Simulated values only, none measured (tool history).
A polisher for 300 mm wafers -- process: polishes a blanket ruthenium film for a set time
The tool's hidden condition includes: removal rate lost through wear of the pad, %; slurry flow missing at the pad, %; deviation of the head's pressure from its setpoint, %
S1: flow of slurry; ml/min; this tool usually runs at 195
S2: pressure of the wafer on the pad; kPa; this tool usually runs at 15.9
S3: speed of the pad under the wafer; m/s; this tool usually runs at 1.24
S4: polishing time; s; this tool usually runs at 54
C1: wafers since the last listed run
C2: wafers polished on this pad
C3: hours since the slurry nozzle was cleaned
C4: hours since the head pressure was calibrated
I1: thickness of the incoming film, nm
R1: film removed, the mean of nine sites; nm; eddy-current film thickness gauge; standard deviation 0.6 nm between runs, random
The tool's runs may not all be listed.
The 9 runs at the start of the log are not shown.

Run 10, hour 469.6: usual settings but S3 1.12 m/s; C1 810; C2 1148; C3 195.5; C4 465.8; I1 552.1. Result: R1 69.9 nm.
Run 11, hour 587.8: usual settings but S3 1.12 m/s; C1 1665; C2 2814; C3 313.7; C4 584.0; I1 548.9. Result: R1 67.3 nm.
At hour 761.3: worn pad replaced by a new one.
Run 12, hour 776.4: usual settings but S4 41 s; C1 2601; C2 212; C3 502.3; C4 772.6; I1 565.7. Result: R1 54.4 nm.
Run 13, hour 804.6: usual settings but S4 41 s; C1 397; C2 609; C3 530.5; C4 800.8; I1 562.6. Result: R1 53.6 nm.
Run 14, hour 857.3: usual settings; C1 742; C2 1352; C3 583.2; C4 853.5; I1 567.5. Result: R1 69.9 nm.
Run 15, hour 890.1: usual settings but S2 11.7 kPa; C1 462; C2 1814; C3 616.0; C4 886.3; I1 562.1. Result: R1 56.1 nm.
Run 16, hour 940.0: usual settings but S2 11.7 kPa; C1 703; C2 2517; C3 665.9; C4 936.2; I1 553.9. Result: R1 55.2 nm.
Run 17, hour 981.3: usual settings but S2 13.1 kPa, S3 1.06 m/s; C1 582; C2 3100; C3 707.2; C4 977.5; I1 550.1. Result: R1 54.3 nm.
Run 18, hour 1044.9: usual settings but S3 1.12 m/s; C1 896; C2 3996; C3 770.8; C4 1041.1; I1 570.2. Result: R1 64.4 nm.
At hour 1051.7: head pressure recalibrated.
Run 19, hour 1077.3: usual settings; C1 428; C2 4424; C3 803.2; C4 25.6; I1 566.6. Result: R1 67.5 nm.
At hour 1120.4: slurry nozzle cleaned.
Run 20, hour 1136.4: usual settings but S1 170 ml/min, S2 20.7 kPa, S3 0.94 m/s, S4 39 s; C1 818; C2 5243; C3 16.0; C4 84.7; I1 556.1. Result: R1 54.2 nm.
At hour 1181.1: worn pad replaced by a new one.
Run 21, hour 1351.9: usual settings but S4 40 s; C1 2980; C2 2406; C3 231.5; C4 300.2; I1 572.0. Result: R1 54.2 nm.
Run 22, hour 1392.8: usual settings but S3 0.80 m/s, S4 72 s; C1 576; C2 2982; C3 272.4; C4 341.1; I1 562.0. Result: R1 76.9 nm.
Run 23, hour 1428.0: usual settings but S4 67 s; C1 496; C2 3478; C3 307.6; C4 376.3; I1 571.6. Result: R1 89.3 nm.
Run 24, hour 1481.8: usual settings but S1 130 ml/min; C1 758; C2 4237; C3 361.4; C4 430.1; I1 563.4. Result: R1 66.2 nm.
Run 25, hour 1526.4: usual settings but S2 13.1 kPa, S3 1.06 m/s; C1 628; C2 4865; C3 406.0; C4 474.7; I1 559.3. Result: R1 57.5 nm.
Run 26, hour 1591.2: usual settings but S4 48 s; C1 913; C2 5778; C3 470.8; C4 539.5; I1 571.8. Result: R1 63.2 nm.
At hour 1609.8: worn pad replaced by a new one.
Run 27, hour 1615.6: usual settings but S2 13.1 kPa, S3 1.06 m/s; C1 287; C2 81; C3 495.2; C4 563.9; I1 558.6. Result: R1 56.6 nm.
Run 28, hour 1645.5: usual settings; C1 421; C2 503; C3 525.1; C4 593.8; I1 563.2. Result: R1 70.6 nm.
Run 29, hour 1703.9: usual settings but S1 235 ml/min, S2 21.4 kPa, S3 0.94 m/s; C1 823; C2 1326; C3 583.5; C4 652.2; I1 563.2. Result: R1 78.4 nm.
Run 30, hour 1735.2: usual settings but S3 1.54 m/s; C1 441; C2 1767; C3 614.8; C4 683.5; I1 565.7. Result: R1 80.4 nm.
At hour 1885.7: slurry nozzle cleaned.
Run 31, hour 1943.4: usual settings but S1 215 ml/min, S2 12.4 kPa, S3 0.96 m/s, S4 61 s; C1 2920; C2 4687; C3 57.7; C4 891.7; I1 552.7. Result: R1 61.1 nm.
At hour 1971.3: worn pad replaced by a new one.
Run 32, hour 2006.2: usual settings but S1 245 ml/min, S2 13.1 kPa; C1 828; C2 491; C3 120.5; C4 954.5; I1 568.7. Result: R1 66.7 nm.
Run 33, hour 2030.8: usual settings; C1 346; C2 838; C3 145.1; C4 979.1; I1 556.1. Result: R1 72.0 nm.

Consider 3 possible next runs. They are alternatives, not a sequence: every one starts from the tool as it was left by run 33. What does each give?
Run A, hour 2031.2: usual settings but S4 59 s; C1 5; C2 843; C3 145.5; C4 979.5; I1 552.2. Result: R1 ?.
Run B, hour 2031.2: usual settings but S1 245 ml/min, S2 17.9 kPa, S3 1.54 m/s, S4 48 s; C1 5; C2 843; C3 145.5; C4 979.5; I1 552.2. Result: R1 ?.
Run C, hour 2031.2: usual settings but S1 135 ml/min, S2 20.7 kPa, S3 1.04 m/s, S4 38 s; C1 5; C2 843; C3 145.5; C4 979.5; I1 552.2. Result: R1 ?.

run    R1
  A  80.2
  B  85.1
  C  52.7
Without the tool's unlogged condition, the same runs would have read:
run    R1
  A  82.1
  B  86.7
  C  54.5
